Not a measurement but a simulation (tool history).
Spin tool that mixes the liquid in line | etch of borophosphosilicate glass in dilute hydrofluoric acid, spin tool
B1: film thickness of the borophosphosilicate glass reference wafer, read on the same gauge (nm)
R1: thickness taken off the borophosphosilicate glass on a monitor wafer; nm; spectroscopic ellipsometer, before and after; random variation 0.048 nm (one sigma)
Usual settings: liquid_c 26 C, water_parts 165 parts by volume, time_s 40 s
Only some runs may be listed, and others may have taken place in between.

{"run": 1, "hour": 0.0, "liquid_c": 26, "water_parts": 165, "time_s": 40, "B1": 119.99, "R1": 7.08}
{"hour": 14.0, "done": "thermometer replaced"}
{"run": 2, "hour": 83.4, "liquid_c": 26, "water_parts": 165, "time_s": 40, "B1": 120, "R1": 6.74}
{"run": 3, "hour": 134.8, "liquid_c": 26, "water_parts": 165, "time_s": 40, "B1": 120.03, "R1": 6.7}
{"run": 4, "hour": 212.0, "liquid_c": 26, "water_parts": 165, "time_s": 40, "B1": 119.98, "R1": 6.74}
{"run": 5, "hour": 336.4, "liquid_c": 26, "water_parts": 165, "time_s": 40, "B1": 120, "R1": 6.82}
{"run": 6, "hour": 396.5, "liquid_c": 26, "water_parts": 165, "time_s": 35, "B1": 120, "R1": 5.89}
{"run": 7, "hour": 477.3, "liquid_c": 26, "water_parts": 165, "time_s": 35, "B1": 120, "R1": 5.98}
{"run": 8, "hour": 562.9, "liquid_c": 26, "water_parts": 165, "time_s": 40, "B1": 120.01, "R1": 6.82}
{"hour": 584.9, "done": "hydrofluoric acid flow meter replaced"}
{"run": 9, "hour": 603.9, "liquid_c": 26, "water_parts": 165, "time_s": 40, "B1": 120, "R1": 6.91}
{"run": 10, "hour": 708.4, "liquid_c": 26, "water_parts": 165, "time_s": 40, "B1": 120.01, "R1": 6.98}
{"run": 11, "hour": 774.4, "liquid_c": 26, "water_parts": 165, "time_s": 40, "B1": 119.98, "R1": 6.91}
{"run": 12, "hour": 880.2, "liquid_c": 26, "water_parts": 165, "time_s": 40, "B1": 120, "R1": 7.02}
{"run": 13, "hour": 973.6, "liquid_c": 26, "water_parts": 115, "time_s": 40, "B1": 120, "R1": 10.63}
{"run": 14, "hour": 1017.9, "liquid_c": 26, "water_parts": 165, "time_s": 40, "B1": 120.01, "R1": 6.97}
{"run": 15, "hour": 1086.1, "liquid_c": 29.5, "water_parts": 165, "time_s": 30, "B1": 120, "R1": 5.95}
{"hour": 1099.3, "done": "thermometer replaced"}
{"run": 16, "hour": 1149.1, "liquid_c": 26, "water_parts": 130, "time_s": 25, "B1": 120.02, "R1": 5.46}
{"run": 17, "hour": 1194.3, "liquid_c": 30, "water_parts": 215, "time_s": 60, "B1": 120, "R1": 8.26}
{"run": 18, "hour": 1245.1, "liquid_c": 29, "water_parts": 195, "time_s": 20, "B1": 120.01, "R1": 2.99}
{"run": 19, "hour": 1283.0, "liquid_c": 22.5, "water_parts": 240, "time_s": 35, "B1": 120, "R1": 3.18}
{"run": 20, "hour": 1341.9, "liquid_c": 29.5, "water_parts": 165, "time_s": 30, "B1": 120.02, "R1": 5.62}
{"run": 21, "hour": 1448.8, "liquid_c": 24, "water_parts": 145, "time_s": 60, "B1": 119.97, "R1": 10.86}
{"run": 22, "hour": 1507.9, "liquid_c": 26, "water_parts": 165, "time_s": 40, "B1": 120.01, "R1": 6.68}
{"hour": 1542.0, "done": "hydrofluoric acid flow meter replaced"}
{"run": 23, "hour": 1545.1, "liquid_c": 23, "water_parts": 100, "time_s": 55, "B1": 119.98, "R1": 14.74}
{"hour": 1587.0, "done": "gauge calibrated"}
{"run": 24, "hour": 1612.6, "liquid_c": 26, "water_parts": 165, "time_s": 40, "B1": 120.01, "R1": 6.76}
{"run": 25, "hour": 1673.5, "liquid_c": 24, "water_parts": 215, "time_s": 65, "B1": 120, "R1": 7.42}
{"run": 26, "hour": 1715.2, "liquid_c": 26, "water_parts": 165, "time_s": 40, "B1": 119.99, "R1": 6.86}
{"run": 27, "hour": 1775.2, "liquid_c": 26, "water_parts": 165, "time_s": 40, "B1": 120, "R1": 6.83}
{"run": 28, "hour": 1826.1, "liquid_c": 26, "water_parts": 165, "time_s": 40, "B1": 119.99, "R1": 6.83}
{"run": 29, "hour": 1862.2, "liquid_c": 22, "water_parts": 165, "time_s": 25, "B1": 120, "R1": 3.71}
{"run": 30, "hour": 1941.8, "liquid_c": 23.5, "water_parts": 185, "time_s": 40, "B1": 119.99, "R1": 5.5}
{"run": 31, "hour": 2034.8, "liquid_c": 30.5, "water_parts": 165, "time_s": 55, "B1": 119.99, "R1": 11.08}
{"hour": 2132.2, "done": "thermometer replaced"}
{"run": 32, "hour": 2142.6, "liquid_c": 26, "water_parts": 165, "time_s": 40, "B1": 120, "R1": 6.54}

Results for each run, recomputed without the tool's hidden state and with each run's random variation untouched:
The tool's hidden condition here consists of: liquid hotter than its thermometer reads (K); hydrofluoric acid flow below the setpoint (%); gauge reads high (%).
run=1 R1=6.58
run=2 R1=6.64
run=3 R1=6.58
run=4 R1=6.59
run=5 R1=6.62
run=6 R1=5.69
run=7 R1=5.76
run=8 R1=6.54
run=9 R1=6.61
run=10 R1=6.64
run=11 R1=6.54
run=12 R1=6.61
run=13 R1=9.94
run=14 R1=6.51
run=15 R1=5.55
run=16 R1=5.43
run=17 R1=8.21
run=18 R1=2.96
run=19 R1=3.15
run=20 R1=5.54
run=21 R1=10.63
run=22 R1=6.52
run=23 R1=14.33
run=24 R1=6.57
run=25 R1=7.18
run=26 R1=6.62
run=27 R1=6.57
run=28 R1=6.55
run=29 R1=3.55
run=30 R1=5.24
run=31 R1=10.53
run=32 R1=6.48

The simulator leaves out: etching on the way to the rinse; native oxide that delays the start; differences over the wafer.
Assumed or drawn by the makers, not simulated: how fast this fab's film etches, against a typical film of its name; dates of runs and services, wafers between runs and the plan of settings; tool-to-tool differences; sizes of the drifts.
